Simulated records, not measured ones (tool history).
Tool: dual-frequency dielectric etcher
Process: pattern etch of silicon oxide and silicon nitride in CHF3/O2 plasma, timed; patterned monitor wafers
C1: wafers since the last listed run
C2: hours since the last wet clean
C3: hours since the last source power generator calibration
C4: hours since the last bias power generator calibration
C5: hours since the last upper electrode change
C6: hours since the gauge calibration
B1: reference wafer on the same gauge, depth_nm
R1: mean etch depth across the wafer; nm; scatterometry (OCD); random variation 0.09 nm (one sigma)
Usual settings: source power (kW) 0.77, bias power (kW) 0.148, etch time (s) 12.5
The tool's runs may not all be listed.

Run 1, hour 0: usual settings; C1 0; C2 278.7; C3 1978.3; C4 3149.2; C5 2353.8; C6 387.9; B1 22.41. Result: R1 19.17 nm.
Run 2, hour 30.2: usual settings; C1 716; C2 308.9; C3 2008.5; C4 3179.4; C5 2384; C6 418.1; B1 22.37. Result: R1 19.19 nm.
Run 3, hour 59.9: usual settings; C1 704; C2 338.6; C3 2038.2; C4 3209.1; C5 2413.7; C6 447.8; B1 22.41. Result: R1 19.51 nm.
Run 4, hour 78.9: usual settings; C1 450; C2 357.6; C3 2057.2; C4 3228.1; C5 2432.7; C6 466.8; B1 22.38. Result: R1 19.42 nm.
Run 5, hour 107.4: usual settings; C1 676; C2 386.1; C3 2085.7; C4 3256.6; C5 2461.2; C6 495.3; B1 22.41. Result: R1 19.48 nm.
Run 6, hour 130.6: usual settings; C1 550; C2 409.3; C3 2108.9; C4 3279.8; C5 2484.4; C6 518.5; B1 22.42. Result: R1 19.54 nm.
Run 7, hour 166.1: usual settings; C1 842; C2 444.8; C3 2144.4; C4 3315.3; C5 2519.9; C6 554; B1 22.45. Result: R1 19.59 nm.
Run 8, hour 186.3: usual settings but bias power (kW) 0.17; C1 479; C2 465; C3 2164.6; C4 3335.5; C5 2540.1; C6 574.2; B1 22.38. Result: R1 20.32 nm.
Run 9, hour 221.3: usual settings but bias power (kW) 0.133; C1 830; C2 500; C3 2199.6; C4 3370.5; C5 2575.1; C6 609.2; B1 22.39. Result: R1 19.25 nm.
At hour 262.2: source power generator calibrated.
Run 10, hour 280.4: usual settings but bias power (kW) 0.133; C1 1306; C2 559.1; C3 18.2; C4 3429.6; C5 2634.2; C6 668.3; B1 22.41. Result: R1 19.22 nm.
Run 11, hour 309.1: usual settings but bias power (kW) 0.133; C1 680; C2 587.8; C3 46.9; C4 3458.3; C5 2662.9; C6 697; B1 22.4. Result: R1 19.45 nm.
At hour 350.8: wet clean of the chamber.
Run 12, hour 351.3: usual settings; C1 431; C2 0.5; C3 89.1; C4 3500.5; C5 2705.1; C6 739.2; B1 22.42. Result: R1 20.42 nm.
Run 13, hour 351.7: usual settings but etch time (s) 10; C1 9; C2 0.9; C3 89.5; C4 3500.9; C5 2705.5; C6 739.6; B1 22.42. Result: R1 16.15 nm.
Run 14, hour 382.1: usual settings but bias power (kW) 0.16, etch time (s) 11; C1 721; C2 31.3; C3 119.9; C4 3531.3; C5 2735.9; C6 770; B1 22.38. Result: R1 18.1 nm.
Run 15, hour 401.2: usual settings but source power (kW) 0.65; C1 453; C2 50.4; C3 139; C4 3550.4; C5 2755; C6 789.1; B1 22.39. Result: R1 18.36 nm.
Run 16, hour 434.6: usual settings; C1 792; C2 83.8; C3 172.4; C4 3583.8; C5 2788.4; C6 822.5; B1 22.44. Result: R1 20.29 nm.
At hour 474: upper electrode replaced.
Run 17, hour 474.5: usual settings but bias power (kW) 0.122, etch time (s) 15; C1 377; C2 123.7; C3 212.3; C4 3623.7; C5 0.5; C6 862.4; B1 22.38. Result: R1 23.3 nm.
Run 18, hour 491: usual settings but source power (kW) 0.92, bias power (kW) 0.159, etch time (s) 9.5; C1 391; C2 140.2; C3 228.8; C4 3640.2; C5 17; C6 878.9; B1 22.46. Result: R1 17.27 nm.
Run 19, hour 504: usual settings but source power (kW) 0.66, bias power (kW) 0.165; C1 308; C2 153.2; C3 241.8; C4 3653.2; C5 30; C6 891.9; B1 22.39. Result: R1 19.28 nm.
Run 20, hour 526.6: usual settings; C1 536; C2 175.8; C3 264.4; C4 3675.8; C5 52.6; C6 914.5; B1 22.45. Result: R1 20.4 nm.
At hour 558.4: wet clean of the chamber, repeated, since the last time left the tool worse.
Run 21, hour 562.5: usual settings but source power (kW) 0.91, bias power (kW) 0.164, etch time (s) 9; C1 282; C2 4.1; C3 300.3; C4 3711.7; C5 88.5; C6 950.4; B1 22.39. Result: R1 15.48 nm.
At hour 580.1: gauge calibrated.
Run 22, hour 584.7: usual settings but bias power (kW) 0.181, etch time (s) 11.5; C1 526; C2 26.3; C3 322.5; C4 3733.9; C5 110.7; C6 4.6; B1 22.4. Result: R1 18.57 nm.
At hour 596.8: bias power generator calibrated.
Run 23, hour 607.2: usual settings but source power (kW) 0.64, bias power (kW) 0.122, etch time (s) 9; C1 438; C2 48.8; C3 345; C4 10.4; C5 133.2; C6 27.1; B1 22.43. Result: R1 11.96 nm.
Run 24, hour 631.7: usual settings but source power (kW) 0.67; C1 581; C2 73.3; C3 369.5; C4 34.9; C5 157.7; C6 51.6; B1 22.41. Result: R1 17.82 nm.
Run 25, hour 661.5: usual settings but bias power (kW) 0.161; C1 706; C2 103.1; C3 399.3; C4 64.7; C5 187.5; C6 81.4; B1 22.45. Result: R1 19.52 nm.
Run 26, hour 692.3: usual settings but source power (kW) 0.88, etch time (s) 15.5; C1 730; C2 133.9; C3 430.1; C4 95.5; C5 218.3; C6 112.2; B1 22.43. Result: R1 25.58 nm.
Run 27, hour 723.8: usual settings but bias power (kW) 0.116; C1 747; C2 165.4; C3 461.6; C4 127; C5 249.8; C6 143.7; B1 22.37. Result: R1 18.53 nm.
Run 28, hour 760.8: usual settings; C1 877; C2 202.4; C3 498.6; C4 164; C5 286.8; C6 180.7; B1 22.39. Result: R1 19.34 nm.
Run 29, hour 794.5: usual settings but source power (kW) 0.82; C1 799; C2 236.1; C3 532.3; C4 197.7; C5 320.5; C6 214.4; B1 22.39. Result: R1 20.16 nm.
Run 30, hour 817.4: usual settings; C1 543; C2 259; C3 555.2; C4 220.6; C5 343.4; C6 237.3; B1 22.36. Result: R1 19.44 nm.

4 ways to go on from here, each from the tool as it stands after run 30. What would each give?
Run A, hour 817.8: usual settings; C1 9; C2 259.4; C3 555.6; C4 221; C5 343.8; C6 237.7; B1 ?. Result: R1 ?.
Run B, hour 817.8: usual settings but bias power (kW) 0.176, etch time (s) 15; C1 9; C2 259.4; C3 555.6; C4 221; C5 343.8; C6 237.7; B1 ?. Result: R1 ?.
Run C, hour 817.8: usual settings but source power (kW) 0.86, bias power (kW) 0.166; C1 9; C2 259.4; C3 555.6; C4 221; C5 343.8; C6 237.7; B1 ?. Result: R1 ?.
Run D, hour 817.8: usual settings but source power (kW) 0.68, bias power (kW) 0.18, etch time (s) 10.5; C1 9; C2 259.4; C3 555.6; C4 221; C5 343.8; C6 237.7; B1 ?. Result: R1 ?.

run     B1     R1
  A  22.39  19.38
  B  22.39  24.18
  C  22.39  21.09
  D  22.39  15.88
Without the tool's hidden state the same runs would have given:
run     R1
  A  19.02
  B  23.73
  C   20.7
  D  15.59
